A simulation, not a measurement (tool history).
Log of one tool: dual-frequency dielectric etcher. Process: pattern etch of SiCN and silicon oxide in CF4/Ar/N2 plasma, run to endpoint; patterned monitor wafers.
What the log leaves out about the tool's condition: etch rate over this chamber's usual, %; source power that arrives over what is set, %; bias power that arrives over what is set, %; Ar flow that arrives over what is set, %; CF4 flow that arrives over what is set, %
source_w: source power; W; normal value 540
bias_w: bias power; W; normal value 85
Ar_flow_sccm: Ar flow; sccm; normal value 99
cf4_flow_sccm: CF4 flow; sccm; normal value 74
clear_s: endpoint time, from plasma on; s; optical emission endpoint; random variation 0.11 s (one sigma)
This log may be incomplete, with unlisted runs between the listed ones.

| run | hour | source_w | bias_w | Ar_flow_sccm | cf4_flow_sccm | wafers since the last listed run | hours since the last wet clean | hours since the last source power generator calibration | hours since the last bias power generator calibration | hours since the last Ar flow controller change | hours since the last CF4 flow controller change | hours since the last upper electrode change | incoming incoming film thickness, nm | clear_s |
|---|---|---|---|---|---|---|---|---|---|---|---|---|---|---|
| 1 | 0.0 | 540 | 85 | 99 | 74 | 0 | 317.0 | 2148.9 | 3644.4 | 2375.1 | 4365.6 | 5327.7 | 15.12 | 13.7 |
|  | 16.8 | source power generator calibrated |
| 2 | 17.3 | 540 | 85 | 99 | 74 | 268 | 334.3 | 0.5 | 3661.7 | 2392.4 | 4382.9 | 5345.0 | 15.08 | 13.6 |
|  | 29.3 | bias power generator calibrated |
| 3 | 30.0 | 540 | 85 | 109 | 63 | 175 | 347.0 | 13.2 | 0.7 | 2405.1 | 4395.6 | 5357.7 | 14.95 | 13.7 |
|  | 38.9 | Ar flow controller replaced |
|  | 63.1 | wet clean of the chamber |
| 4 | 63.6 | 540 | 85 | 99 | 74 | 72 | 0.5 | 46.8 | 34.3 | 24.7 | 4429.2 | 5391.3 | 14.96 | 13.9 |
| 5 | 63.9 | 540 | 85 | 99 | 74 | 6 | 0.8 | 47.1 | 34.6 | 25.0 | 4429.5 | 5391.6 | 15.01 | 14.2 |
| 6 | 71.8 | 540 | 85 | 99 | 74 | 159 | 8.7 | 55.0 | 42.5 | 32.9 | 4437.4 | 5399.5 | 14.95 | 13.9 |
| 7 | 85.1 | 500 | 85 | 82 | 74 | 268 | 22.0 | 68.3 | 55.8 | 46.2 | 4450.7 | 5412.8 | 14.98 | 14.2 |
| 8 | 100.0 | 440 | 68 | 99 | 74 | 300 | 36.9 | 83.2 | 70.7 | 61.1 | 4465.6 | 5427.7 | 14.97 | 18.0 |
| 9 | 115.4 | 540 | 85 | 99 | 74 | 311 | 52.3 | 98.6 | 86.1 | 76.5 | 4481.0 | 5443.1 | 14.95 | 13.7 |
| 10 | 123.2 | 540 | 85 | 84 | 74 | 157 | 60.1 | 106.4 | 93.9 | 84.3 | 4488.8 | 5450.9 | 14.97 | 13.2 |
| 11 | 129.9 | 540 | 77 | 99 | 74 | 135 | 66.8 | 113.1 | 100.6 | 91.0 | 4495.5 | 5457.6 | 14.95 | 14.2 |
| 12 | 143.0 | 540 | 85 | 99 | 74 | 264 | 79.9 | 126.2 | 113.7 | 104.1 | 4508.6 | 5470.7 | 15.06 | 13.8 |
|  | 153.8 | CF4 flow controller replaced |
| 13 | 154.3 | 540 | 85 | 75 | 74 | 107 | 91.2 | 137.5 | 125.0 | 115.4 | 0.5 | 5482.0 | 15.00 | 13.0 |
| 14 | 160.9 | 580 | 99 | 117 | 64 | 133 | 97.8 | 144.1 | 131.6 | 122.0 | 7.1 | 5488.6 | 14.98 | 12.7 |
|  | 198.1 | upper electrode replaced |
| 15 | 198.6 | 540 | 85 | 107 | 74 | 276 | 135.5 | 181.8 | 169.3 | 159.7 | 44.8 | 0.5 | 14.80 | 13.6 |
| 16 | 198.9 | 660 | 68 | 120 | 88 | 6 | 135.8 | 182.1 | 169.6 | 160.0 | 45.1 | 0.8 | 15.07 | 13.2 |
| 17 | 200.0 | 540 | 85 | 82 | 89 | 22 | 136.9 | 183.2 | 170.7 | 161.1 | 46.2 | 1.9 | 14.99 | 12.8 |
| 18 | 210.3 | 540 | 93 | 99 | 84 | 208 | 147.2 | 193.5 | 181.0 | 171.4 | 56.5 | 12.2 | 15.13 | 13.2 |
| 19 | 221.5 | 540 | 85 | 99 | 74 | 226 | 158.4 | 204.7 | 192.2 | 182.6 | 67.7 | 23.4 | 14.99 | 13.6 |
| 20 | 234.8 | 540 | 85 | 109 | 56 | 268 | 171.7 | 218.0 | 205.5 | 195.9 | 81.0 | 36.7 | 14.97 | 14.4 |
| 21 | 244.4 | 540 | 65 | 99 | 74 | 193 | 181.3 | 227.6 | 215.1 | 205.5 | 90.6 | 46.3 | 15.05 | 15.5 |
| 22 | 257.4 | 540 | 85 | 99 | 74 | 262 | 194.3 | 240.6 | 228.1 | 218.5 | 103.6 | 59.3 | 14.75 | 13.4 |
| 23 | 269.6 | 470 | 102 | 91 | 60 | 246 | 206.5 | 252.8 | 240.3 | 230.7 | 115.8 | 71.5 | 15.04 | 13.9 |
| 24 | 315.3 | 580 | 85 | 106 | 88 | 923 | 252.2 | 298.5 | 286.0 | 276.4 | 161.5 | 117.2 | 15.00 | 12.9 |

Predict each of these 4 candidate next runs independently; none follows another, all start after run 24:
| A | 315.7 | 540 | 85 | 99 | 74 | 8 | 252.6 | 298.9 | 286.4 | 276.8 | 161.9 | 117.6 | 14.95 | ? |
| B | 315.7 | 660 | 74 | 82 | 83 | 8 | 252.6 | 298.9 | 286.4 | 276.8 | 161.9 | 117.6 | 14.95 | ? |
| C | 315.7 | 540 | 85 | 99 | 80 | 8 | 252.6 | 298.9 | 286.4 | 276.8 | 161.9 | 117.6 | 14.95 | ? |
| D | 315.7 | 430 | 64 | 113 | 74 | 8 | 252.6 | 298.9 | 286.4 | 276.8 | 161.9 | 117.6 | 14.95 | ? |

| run | clear_s |
|---|---|
| A | 13.3 |
| B | 11.3 |
| C | 13.2 |
| D | 18.5 |
With no hidden state in the tool, these same runs would have given:
| run | clear_s |
|---|---|
| A | 13.9 |
| B | 11.8 |
| C | 13.8 |
| D | 19.3 |
